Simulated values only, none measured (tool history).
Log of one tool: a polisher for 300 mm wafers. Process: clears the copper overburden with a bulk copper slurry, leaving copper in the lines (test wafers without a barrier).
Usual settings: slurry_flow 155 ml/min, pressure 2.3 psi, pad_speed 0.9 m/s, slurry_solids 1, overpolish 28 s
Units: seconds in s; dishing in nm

run,hour,slurry_flow,pressure,pad_speed,slurry_solids,overpolish,"incoming thickness of the incoming film, nm",seconds,dishing
1,0,155,2.3,0.9,1,28,968.1,139.3,70.3
2,31.8,155,2.3,0.9,1,28,958.5,139.8,70.2
# hour 38.9: worn pad replaced by a new one
3,52.6,155,2.3,0.9,1,28,975.8,138.1,69.8
4,78.8,155,1.9,0.9,1,28,954.7,169.4,58.8
# hour 89.4: head pressure recalibrated
# hour 113.2: slurry blender recalibrated
5,114.1,155,1.9,0.9,1,28,971.4,171.8,59.6
# hour 195.2: worn pad replaced by a new one
6,195.7,155,1.9,0.9,1,28,973.1,177.1,58.4
7,209.4,155,2.3,0.9,1.1,28,967.2,145.9,68.9
8,222.7,155,2.3,0.9,1.1,28,977.9,152.7,67.5
9,241.5,155,2.3,0.9,1.1,28,981.9,151.4,66.1
# hour 251.5: slurry nozzle cleaned
10,254.5,155,2.8,0.9,1,28,977.7,115.5,80.7
11,282.3,155,2.8,0.9,1,28,973.6,118.6,81.4
12,303,135,2.3,0.9,1,41,969.1,147.2,80.6
13,321.6,135,2.3,0.9,1,41,973.3,142,81.4
# hour 327.5: worn pad replaced by a new one, of another model than before
# hour 344.8: slurry blender recalibrated
14,348.8,155,2.8,0.9,1,28,965.1,118.4,79.8
15,367,155,2.3,1.14,1,36,969.9,125.7,81.2
16,396.8,155,2.3,0.9,1,37,975.6,142.5,78.4
17,421.5,155,1.8,0.9,1,28,960.7,168.5,59.8
18,434,155,3,0.66,1,28,962,132,75.8
19,456.1,155,2.8,0.9,1,28,972.6,123.3,76.5
20,479.8,140,1.6,0.9,1,28,964.8,192.3,53
# hour 483.9: head pressure recalibrated
# hour 487.3: worn pad replaced by a new one
# hour 496.7: slurry nozzle cleaned
21,507.6,170,2.3,0.9,1,28,974.5,141.7,69.5
22,537.8,155,2.3,0.9,1,28,964.7,138.9,69.9
23,565.6,155,1.9,0.9,1,28,977.1,161.2,61.9
# hour 581.2: slurry blender recalibrated
# hour 652.5: worn pad replaced by a new one
24,655.3,155,2.3,1.06,0.9,40,971.4,136.5,79.7
25,680.7,155,2.3,0.9,1,21,977.3,144.2,58.7
26,710.3,155,2.3,0.9,1,28,959.8,143.5,68.4
27,734.5,155,2.6,0.9,1.25,18,950,119.1,60.2

The same runs without the tool's hidden state, with the same run-to-run variation:
The hidden state here: removal rate lost through wear of the pad, %; slurry flow missing at the pad, %; deviation of the head's pressure from its setpoint, %; abrasive missing from the slurry, %.
run,seconds,dishing
1,138.8,70.4
2,139,70.4
3,137,70
4,167.3,59.2
5,168.2,60.2
6,166.2,60.3
7,135.3,71.3
8,139.8,70.4
9,135.4,69.7
10,114.8,80.9
11,117.8,81.7
12,145.8,80.8
13,140.2,81.8
14,117.2,80.2
15,124.1,81.5
16,139.8,78.9
17,164.4,60.5
18,128.3,76.8
19,119,77.7
20,183.1,54.4
21,141.2,69.6
22,138.2,70
23,160.1,62.1
24,133.5,80.2
25,140,59.8
26,137.8,69.7
27,113.1,62.1

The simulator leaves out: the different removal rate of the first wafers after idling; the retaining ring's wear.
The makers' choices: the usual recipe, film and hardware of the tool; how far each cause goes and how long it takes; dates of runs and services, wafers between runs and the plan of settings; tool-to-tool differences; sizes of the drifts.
